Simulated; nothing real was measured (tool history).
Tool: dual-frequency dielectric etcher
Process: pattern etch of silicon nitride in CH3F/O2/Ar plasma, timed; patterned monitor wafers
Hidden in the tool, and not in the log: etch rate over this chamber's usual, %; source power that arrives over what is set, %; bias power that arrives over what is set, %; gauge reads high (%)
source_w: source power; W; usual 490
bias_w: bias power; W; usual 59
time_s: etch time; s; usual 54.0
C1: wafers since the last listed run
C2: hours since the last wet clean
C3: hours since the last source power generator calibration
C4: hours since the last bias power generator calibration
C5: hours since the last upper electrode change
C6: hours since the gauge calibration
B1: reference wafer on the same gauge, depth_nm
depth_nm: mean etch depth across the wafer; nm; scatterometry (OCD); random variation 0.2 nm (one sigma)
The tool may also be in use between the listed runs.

run 1 hour=0.0 | source_w=490 bias_w=59 time_s=54.0 | C1=0 C2=110.1 C3=944.4 C4=2488.8 C5=3161.8 C6=903.8 | B1=37.39 | depth_nm=37.67
run 2 hour=45.0 | source_w=490 bias_w=59 time_s=59.0 | C1=357 C2=155.1 C3=989.4 C4=2533.8 C5=3206.8 C6=948.8 | B1=37.36 | depth_nm=40.49
run 3 hour=101.2 | source_w=490 bias_w=59 time_s=59.0 | C1=446 C2=211.3 C3=1045.6 C4=2590.0 C5=3263.0 C6=1005.0 | B1=37.29 | depth_nm=40.91
run 4 hour=179.6 | source_w=490 bias_w=59 time_s=59.0 | C1=623 C2=289.7 C3=1124.0 C4=2668.4 C5=3341.4 C6=1083.4 | B1=37.30 | depth_nm=41.08
run 5 hour=278.4 | source_w=490 bias_w=59 time_s=54.0 | C1=785 C2=388.5 C3=1222.8 C4=2767.2 C5=3440.2 C6=1182.2 | B1=37.25 | depth_nm=37.60
run 6 hour=324.1 | source_w=490 bias_w=59 time_s=54.0 | C1=363 C2=434.2 C3=1268.5 C4=2812.9 C5=3485.9 C6=1227.9 | B1=37.36 | depth_nm=37.61
run 7 hour=413.6 | source_w=490 bias_w=59 time_s=54.0 | C1=711 C2=523.7 C3=1358.0 C4=2902.4 C5=3575.4 C6=1317.4 | B1=37.29 | depth_nm=37.67
-- hour=449.8 wet clean of the chamber
run 8 hour=477.6 | source_w=490 bias_w=59 time_s=54.0 | C1=317 C2=27.8 C3=1422.0 C4=2966.4 C5=3639.4 C6=1381.4 | B1=37.41 | depth_nm=37.33
run 9 hour=573.4 | source_w=490 bias_w=63 time_s=54.0 | C1=761 C2=123.6 C3=1517.8 C4=3062.2 C5=3735.2 C6=1477.2 | B1=37.28 | depth_nm=38.33
run 10 hour=627.9 | source_w=490 bias_w=63 time_s=54.0 | C1=433 C2=178.1 C3=1572.3 C4=3116.7 C5=3789.7 C6=1531.7 | B1=37.31 | depth_nm=38.40
run 11 hour=706.6 | source_w=490 bias_w=59 time_s=54.0 | C1=625 C2=256.8 C3=1651.0 C4=3195.4 C5=3868.4 C6=1610.4 | B1=37.39 | depth_nm=38.03
run 12 hour=809.8 | source_w=490 bias_w=59 time_s=54.0 | C1=820 C2=360.0 C3=1754.2 C4=3298.6 C5=3971.6 C6=1713.6 | B1=37.30 | depth_nm=37.57
run 13 hour=857.8 | source_w=490 bias_w=59 time_s=54.0 | C1=381 C2=408.0 C3=1802.2 C4=3346.6 C5=4019.6 C6=1761.6 | B1=37.26 | depth_nm=37.58
run 14 hour=928.4 | source_w=490 bias_w=59 time_s=54.0 | C1=561 C2=478.6 C3=1872.8 C4=3417.2 C5=4090.2 C6=1832.2 | B1=37.33 | depth_nm=37.55
-- hour=977.1 wet clean of the chamber
run 15 hour=1023.1 | source_w=550 bias_w=72 time_s=58.5 | C1=562 C2=46.0 C3=1967.5 C4=3511.9 C5=4184.9 C6=1926.9 | B1=37.27 | depth_nm=45.80
run 16 hour=1106.1 | source_w=370 bias_w=49 time_s=54.0 | C1=659 C2=129.0 C3=2050.5 C4=3594.9 C5=4267.9 C6=2009.9 | B1=37.25 | depth_nm=30.88
-- hour=1156.6 gauge calibrated
run 17 hour=1205.3 | source_w=410 bias_w=73 time_s=61.5 | C1=788 C2=228.2 C3=2149.7 C4=3694.1 C5=4367.1 C6=48.7 | B1=37.27 | depth_nm=42.01
run 18 hour=1299.8 | source_w=410 bias_w=46 time_s=54.0 | C1=751 C2=322.7 C3=2244.2 C4=3788.6 C5=4461.6 C6=143.2 | B1=37.25 | depth_nm=31.97
run 19 hour=1389.5 | source_w=410 bias_w=52 time_s=54.0 | C1=713 C2=412.4 C3=2333.9 C4=3878.3 C5=4551.3 C6=232.9 | B1=37.32 | depth_nm=33.00
run 20 hour=1439.5 | source_w=490 bias_w=59 time_s=54.0 | C1=397 C2=462.4 C3=2383.9 C4=3928.3 C5=4601.3 C6=282.9 | B1=37.34 | depth_nm=37.65
run 21 hour=1515.4 | source_w=490 bias_w=63 time_s=54.0 | C1=603 C2=538.3 C3=2459.8 C4=4004.2 C5=4677.2 C6=358.8 | B1=37.16 | depth_nm=38.32
-- hour=1580.4 wet clean of the chamber
run 22 hour=1580.9 | source_w=490 bias_w=59 time_s=54.0 | C1=329 C2=0.5 C3=2525.3 C4=4069.7 C5=4742.7 C6=424.3 | B1=37.29 | depth_nm=37.73
-- hour=1613.5 bias power generator calibrated
-- hour=1636.2 upper electrode replaced
run 23 hour=1636.7 | source_w=370 bias_w=59 time_s=45.5 | C1=231 C2=56.3 C3=2581.1 C4=23.2 C5=0.5 C6=480.1 | B1=37.25 | depth_nm=27.56
run 24 hour=1697.6 | source_w=490 bias_w=59 time_s=45.5 | C1=484 C2=117.2 C3=2642.0 C4=84.1 C5=61.4 C6=541.0 | B1=37.28 | depth_nm=31.37
run 25 hour=1796.9 | source_w=430 bias_w=51 time_s=47.0 | C1=789 C2=216.5 C3=2741.3 C4=183.4 C5=160.7 C6=640.3 | B1=37.23 | depth_nm=28.92
-- hour=1958.3 source power generator calibrated
run 26 hour=2059.3 | source_w=490 bias_w=74 time_s=54.0 | C1=2054 C2=478.9 C3=101.0 C4=445.8 C5=423.1 C6=902.7 | B1=37.31 | depth_nm=40.40
-- hour=2090.9 wet clean of the chamber
run 27 hour=2162.9 | source_w=490 bias_w=59 time_s=49.0 | C1=632 C2=72.0 C3=204.6 C4=549.4 C5=526.7 C6=1006.3 | B1=37.35 | depth_nm=34.41
run 28 hour=2470.5 | source_w=590 bias_w=55 time_s=60.0 | C1=2445 C2=379.6 C3=512.2 C4=857.0 C5=834.3 C6=1313.9 | B1=37.36 | depth_nm=44.44
run 29 hour=2537.9 | source_w=490 bias_w=59 time_s=54.0 | C1=535 C2=447.0 C3=579.6 C4=924.4 C5=901.7 C6=1381.3 | B1=37.28 | depth_nm=37.50
-- hour=2580.8 wet clean of the chamber
run 30 hour=2581.3 | source_w=580 bias_w=59 time_s=70.0 | C1=154 C2=0.5 C3=623.0 C4=967.8 C5=945.1 C6=1424.7 | B1=37.35 | depth_nm=52.82
run 31 hour=2685.2 | source_w=490 bias_w=64 time_s=54.0 | C1=825 C2=104.4 C3=726.9 C4=1071.7 C5=1049.0 C6=1528.6 | B1=37.33 | depth_nm=38.90

3 ways to go on from here, each from the tool as it stands after run 31. What would each give?
run A hour=2685.6 | source_w=560 bias_w=59 time_s=54.0 | C1=3 C2=104.8 C3=727.3 C4=1072.1 C5=1049.4 C6=1529.0 | B1=? | depth_nm=?
run B hour=2685.6 | source_w=570 bias_w=59 time_s=54.0 | C1=3 C2=104.8 C3=727.3 C4=1072.1 C5=1049.4 C6=1529.0 | B1=? | depth_nm=?
run C hour=2685.6 | source_w=490 bias_w=72 time_s=68.5 | C1=3 C2=104.8 C3=727.3 C4=1072.1 C5=1049.4 C6=1529.0 | B1=? | depth_nm=?

run=A B1=37.26 depth_nm=40.08
run=B B1=37.26 depth_nm=40.40
run=C B1=37.26 depth_nm=51.07
Without the tool's hidden state the same runs would have given:
run=A depth_nm=40.08
run=B depth_nm=40.40
run=C depth_nm=51.07
